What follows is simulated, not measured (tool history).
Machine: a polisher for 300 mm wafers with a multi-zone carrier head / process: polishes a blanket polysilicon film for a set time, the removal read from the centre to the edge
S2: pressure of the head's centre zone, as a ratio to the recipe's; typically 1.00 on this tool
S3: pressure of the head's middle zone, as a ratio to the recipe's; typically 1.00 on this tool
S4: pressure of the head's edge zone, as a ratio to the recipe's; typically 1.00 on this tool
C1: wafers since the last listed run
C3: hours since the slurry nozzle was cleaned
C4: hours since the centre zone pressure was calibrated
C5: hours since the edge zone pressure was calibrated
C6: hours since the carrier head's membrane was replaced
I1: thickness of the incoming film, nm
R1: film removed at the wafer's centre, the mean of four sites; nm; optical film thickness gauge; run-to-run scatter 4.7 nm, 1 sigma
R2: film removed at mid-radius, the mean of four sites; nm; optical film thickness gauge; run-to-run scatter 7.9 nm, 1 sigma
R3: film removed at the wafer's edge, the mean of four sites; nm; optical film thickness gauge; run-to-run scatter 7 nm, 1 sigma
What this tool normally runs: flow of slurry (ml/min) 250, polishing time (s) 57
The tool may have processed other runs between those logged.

run 1 hour=0.0 | flow_of_slurry_(ml/min)=250 S2=1.00 S3=1.00 S4=1.00 polishing_time_(s)=57 | C1=0 wafers_polished_on_this_pad=293 C3=726.4 C4=822.1 C5=1279.0 C6=1870.1 | I1=1423.7 | R1=573.1 R2=557.5 R3=540.4
run 2 hour=6.1 | flow_of_slurry_(ml/min)=250 S2=1.07 S3=1.00 S4=1.00 polishing_time_(s)=57 | C1=54 wafers_polished_on_this_pad=348 C3=732.5 C4=828.2 C5=1285.1 C6=1876.2 | I1=1404.8 | R1=589.0 R2=561.8 R3=549.6
run 3 hour=17.4 | flow_of_slurry_(ml/min)=315 S2=1.00 S3=1.00 S4=1.00 polishing_time_(s)=57 | C1=100 wafers_polished_on_this_pad=448 C3=743.8 C4=839.5 C5=1296.4 C6=1887.5 | I1=1429.6 | R1=568.3 R2=558.6 R3=551.2
-- hour=29.1 worn pad replaced by a new one
run 4 hour=29.6 | flow_of_slurry_(ml/min)=250 S2=1.00 S3=1.00 S4=1.00 polishing_time_(s)=57 | C1=73 wafers_polished_on_this_pad=4 C3=756.0 C4=851.7 C5=1308.6 C6=1899.7 | I1=1449.2 | R1=585.0 R2=575.1 R3=575.8
run 5 hour=41.6 | flow_of_slurry_(ml/min)=250 S2=1.00 S3=1.00 S4=1.00 polishing_time_(s)=57 | C1=106 wafers_polished_on_this_pad=111 C3=768.0 C4=863.7 C5=1320.6 C6=1911.7 | I1=1411.1 | R1=575.0 R2=559.0 R3=568.9
run 6 hour=49.7 | flow_of_slurry_(ml/min)=250 S2=1.05 S3=1.00 S4=1.00 polishing_time_(s)=57 | C1=72 wafers_polished_on_this_pad=183 C3=776.1 C4=871.8 C5=1328.7 C6=1919.8 | I1=1431.1 | R1=601.1 R2=560.3 R3=563.0
run 7 hour=60.4 | flow_of_slurry_(ml/min)=250 S2=1.04 S3=1.00 S4=1.00 polishing_time_(s)=57 | C1=95 wafers_polished_on_this_pad=278 C3=786.8 C4=882.5 C5=1339.4 C6=1930.5 | I1=1402.1 | R1=583.6 R2=562.1 R3=559.2
run 8 hour=80.2 | flow_of_slurry_(ml/min)=250 S2=1.04 S3=1.00 S4=1.00 polishing_time_(s)=57 | C1=176 wafers_polished_on_this_pad=455 C3=806.6 C4=902.3 C5=1359.2 C6=1950.3 | I1=1429.6 | R1=578.6 R2=540.1 R3=537.2
-- hour=81.2 slurry nozzle cleaned
-- hour=85.3 worn pad replaced by a new one
run 9 hour=87.8 | flow_of_slurry_(ml/min)=250 S2=1.04 S3=1.00 S4=1.00 polishing_time_(s)=57 | C1=23 wafers_polished_on_this_pad=22 C3=6.6 C4=909.9 C5=1366.8 C6=1957.9 | I1=1434.4 | R1=609.6 R2=576.9 R3=564.3
-- hour=102.2 edge zone pressure recalibrated
run 10 hour=102.7 | flow_of_slurry_(ml/min)=315 S2=1.00 S3=1.00 S4=1.00 polishing_time_(s)=57 | C1=114 wafers_polished_on_this_pad=137 C3=21.5 C4=924.8 C5=0.5 C6=1972.8 | I1=1407.8 | R1=591.0 R2=569.2 R3=579.2
run 11 hour=109.8 | flow_of_slurry_(ml/min)=250 S2=1.00 S3=1.00 S4=0.93 polishing_time_(s)=57 | C1=63 wafers_polished_on_this_pad=200 C3=28.6 C4=931.9 C5=7.6 C6=1979.9 | I1=1401.0 | R1=572.8 R2=561.6 R3=550.8
run 12 hour=120.6 | flow_of_slurry_(ml/min)=250 S2=1.00 S3=1.00 S4=1.11 polishing_time_(s)=57 | C1=96 wafers_polished_on_this_pad=297 C3=39.4 C4=942.7 C5=18.4 C6=1990.7 | I1=1440.3 | R1=568.3 R2=558.1 R3=580.3
run 13 hour=134.0 | flow_of_slurry_(ml/min)=250 S2=1.00 S3=1.00 S4=1.00 polishing_time_(s)=57 | C1=119 wafers_polished_on_this_pad=416 C3=52.8 C4=956.1 C5=31.8 C6=2004.1 | I1=1431.8 | R1=558.5 R2=543.4 R3=537.7
run 14 hour=144.1 | flow_of_slurry_(ml/min)=300 S2=1.00 S3=1.00 S4=1.00 polishing_time_(s)=41 | C1=90 wafers_polished_on_this_pad=506 C3=62.9 C4=966.2 C5=41.9 C6=2014.2 | I1=1412.3 | R1=405.6 R2=393.7 R3=398.2
-- hour=155.9 worn pad replaced by a new one, of another model than before
run 15 hour=157.1 | flow_of_slurry_(ml/min)=250 S2=1.00 S3=0.88 S4=1.00 polishing_time_(s)=42 | C1=80 wafers_polished_on_this_pad=10 C3=75.9 C4=979.2 C5=54.9 C6=2027.2 | I1=1423.8 | R1=426.1 R2=381.1 R3=421.7
run 16 hour=166.5 | flow_of_slurry_(ml/min)=250 S2=1.00 S3=0.95 S4=0.93 polishing_time_(s)=38 | C1=83 wafers_polished_on_this_pad=94 C3=85.3 C4=988.6 C5=64.3 C6=2036.6 | I1=1432.8 | R1=386.4 R2=363.2 R3=357.2
run 17 hour=183.8 | flow_of_slurry_(ml/min)=185 S2=0.94 S3=1.00 S4=1.00 polishing_time_(s)=57 | C1=154 wafers_polished_on_this_pad=248 C3=102.6 C4=1005.9 C5=81.6 C6=2053.9 | I1=1433.9 | R1=512.0 R2=542.0 R3=543.6
run 18 hour=194.6 | flow_of_slurry_(ml/min)=170 S2=1.00 S3=1.00 S4=1.00 polishing_time_(s)=57 | C1=96 wafers_polished_on_this_pad=344 C3=113.4 C4=1016.7 C5=92.4 C6=2064.7 | I1=1409.3 | R1=537.8 R2=518.8 R3=523.7
-- hour=209.1 carrier head's membrane replaced by a new one
-- hour=211.0 centre zone pressure recalibrated
run 19 hour=212.0 | flow_of_slurry_(ml/min)=250 S2=1.00 S3=1.00 S4=1.00 polishing_time_(s)=49 | C1=93 wafers_polished_on_this_pad=438 C3=130.8 C4=1.0 C5=109.8 C6=2.9 | I1=1445.8 | R1=470.1 R2=474.9 R3=459.0
-- hour=216.2 worn pad replaced by a new one
run 20 hour=225.2 | flow_of_slurry_(ml/min)=210 S2=1.05 S3=1.00 S4=1.00 polishing_time_(s)=57 | C1=81 wafers_polished_on_this_pad=79 C3=144.0 C4=14.2 C5=123.0 C6=16.1 | I1=1418.6 | R1=593.7 R2=543.1 R3=545.5
run 21 hour=232.0 | flow_of_slurry_(ml/min)=250 S2=1.00 S3=0.92 S4=1.00 polishing_time_(s)=57 | C1=60 wafers_polished_on_this_pad=140 C3=150.8 C4=21.0 C5=129.8 C6=22.9 | I1=1438.6 | R1=561.8 R2=527.4 R3=557.9
run 22 hour=246.1 | flow_of_slurry_(ml/min)=250 S2=1.00 S3=1.00 S4=1.00 polishing_time_(s)=57 | C1=125 wafers_polished_on_this_pad=266 C3=164.9 C4=35.1 C5=143.9 C6=37.0 | I1=1432.7 | R1=545.7 R2=550.9 R3=548.3
-- hour=272.4 worn pad replaced by a new one
run 23 hour=282.8 | flow_of_slurry_(ml/min)=285 S2=1.00 S3=1.00 S4=1.00 polishing_time_(s)=57 | C1=291 wafers_polished_on_this_pad=92 C3=201.6 C4=71.8 C5=180.6 C6=73.7 | I1=1406.7 | R1=583.5 R2=590.1 R3=566.7

Predict each of these 3 candidate next runs independently; none follows another, all start after run 23:
run A hour=283.2 | flow_of_slurry_(ml/min)=250 S2=1.00 S3=1.00 S4=1.00 polishing_time_(s)=46 | C1=3 wafers_polished_on_this_pad=96 C3=202.0 C4=72.2 C5=181.0 C6=74.1 | I1=1405.7 | R1=? R2=? R3=?
run B hour=283.2 | flow_of_slurry_(ml/min)=250 S2=0.91 S3=0.93 S4=1.00 polishing_time_(s)=57 | C1=3 wafers_polished_on_this_pad=96 C3=202.0 C4=72.2 C5=181.0 C6=74.1 | I1=1405.7 | R1=? R2=? R3=?
run C hour=283.2 | flow_of_slurry_(ml/min)=190 S2=1.09 S3=1.00 S4=1.00 polishing_time_(s)=57 | C1=3 wafers_polished_on_this_pad=96 C3=202.0 C4=72.2 C5=181.0 C6=74.1 | I1=1405.7 | R1=? R2=? R3=?

run=A R1=467.6 R2=465.3 R3=470.3
run=B R1=526.6 R2=542.8 R3=583.4
run=C R1=616.7 R2=563.7 R3=573.2
The same runs, with their run-to-run variation unchanged, on a tool lacking any hidden condition would have given:
run=A R1=473.9 R2=471.6 R3=476.7
run=B R1=533.7 R2=550.1 R3=591.2
run=C R1=625.0 R2=571.3 R3=580.9

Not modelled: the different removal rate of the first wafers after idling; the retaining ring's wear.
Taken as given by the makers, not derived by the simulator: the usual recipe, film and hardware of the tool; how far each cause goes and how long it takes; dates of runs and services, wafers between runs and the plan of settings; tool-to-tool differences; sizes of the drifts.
